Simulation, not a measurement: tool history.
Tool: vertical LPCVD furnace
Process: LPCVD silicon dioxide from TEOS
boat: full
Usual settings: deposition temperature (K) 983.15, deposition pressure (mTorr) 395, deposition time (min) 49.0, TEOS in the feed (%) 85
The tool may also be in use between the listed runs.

run,day,deposition temperature (K),deposition pressure (mTorr),deposition time (min),TEOS in the feed (%),wafers since the last listed run,hours since the last temperature calibration,hours since the pressure gauge was zeroed,hours since the TEOS flow controller was replaced,hours since the gauge calibration,"read-back reference wafer on the same gauge, thickness",film thickness on the monitor wafer in the middle of the boat (Å)
1,0.000,983.15,395,49.0,85,0,1548.3,2146.6,1281.3,387.0,601.93,6322.1
2,2.208,983.15,395,49.0,85,658,1601.3,2199.6,1334.3,440.0,601.78,6347.8
3,3.854,983.15,395,49.0,85,490,1640.8,2239.1,1373.8,479.5,601.79,6327.2
4,4.892,983.15,395,49.0,85,309,1665.7,2264.0,1398.7,504.4,601.61,6336.7
5,7.246,983.15,395,49.0,85,702,1722.2,2320.5,1455.2,560.9,601.63,6346.8
6,8.467,983.15,395,49.0,85,364,1751.5,2349.8,1484.5,590.2,601.97,6330.1
7,10.088,983.15,395,49.0,85,483,1790.4,2388.7,1523.4,629.1,602.01,6338.3
8,11.825,983.15,425,49.0,85,518,1832.1,2430.4,1565.1,670.8,601.30,6569.3
9,13.612,983.15,425,49.0,85,533,1875.0,2473.3,1608.0,713.7,602.09,6553.0
10,16.254,983.15,395,49.0,79,787,1938.4,2536.7,1671.4,777.1,601.66,6106.5
11,17.304,983.15,420,49.0,74,313,1963.6,2561.9,1696.6,802.3,601.69,6103.0
12,19.554,983.15,420,49.0,74,671,2017.6,2615.9,1750.6,856.3,601.98,6092.1
13,21.033,972.15,395,31.0,85,441,2053.1,2651.4,1786.1,891.8,602.10,3115.9
14,23.404,983.15,395,49.0,79,707,2110.0,2708.3,1843.0,948.7,602.49,6131.4
# day 25.650: pressure gauge zeroed
15,30.833,995.15,395,49.0,73,1917,2288.3,124.4,2021.3,1127.0,601.74,7529.0
16,33.550,995.15,310,31.5,90,810,2353.5,189.6,2086.5,1192.2,602.10,4757.8
# day 34.100: gauge calibrated
17,35.500,983.15,395,49.0,85,581,2400.3,236.4,2133.3,33.6,602.08,6220.6
# day 38.167: thermocouples replaced and temperature profile calibrated
# day 38.662: TEOS flow controller replaced
18,40.512,983.15,365,49.0,72,1048,56.3,356.7,44.4,153.9,602.36,5361.7
19,42.454,973.15,395,43.5,97,579,102.9,403.3,91.0,200.5,602.29,4590.3
20,44.992,983.15,395,41.0,69,756,163.8,464.2,151.9,261.4,601.99,4605.0
21,47.271,983.15,395,49.0,97,679,218.5,518.9,206.6,316.1,602.20,6523.2
22,48.967,973.15,395,43.5,97,505,259.2,559.6,247.3,356.8,602.38,4597.8
23,51.608,989.15,475,39.0,72,787,322.6,623.0,310.7,420.2,602.17,5614.1
24,52.700,971.15,395,49.0,71,325,348.8,649.2,336.9,446.4,601.82,4256.9

3 ways to go on from here, each from the tool as it stands after run 24. What would each give?
A,52.854,983.15,395,49.0,91,45,352.5,652.9,340.6,450.1,?,?
B,52.854,974.15,475,35.5,94,45,352.5,652.9,340.6,450.1,?,?
C,52.854,989.15,450,38.0,94,45,352.5,652.9,340.6,450.1,?,?

run,"read-back reference wafer on the same gauge, thickness",film thickness on the monitor wafer in the middle of the boat (Å)
A,602.02,6356.6
B,602.02,4167.3
C,602.02,6117.7
Without the tool's hidden state the same runs would have given:
run,film thickness on the monitor wafer in the middle of the boat (Å)
A,6222.1
B,4084.9
C,5996.2
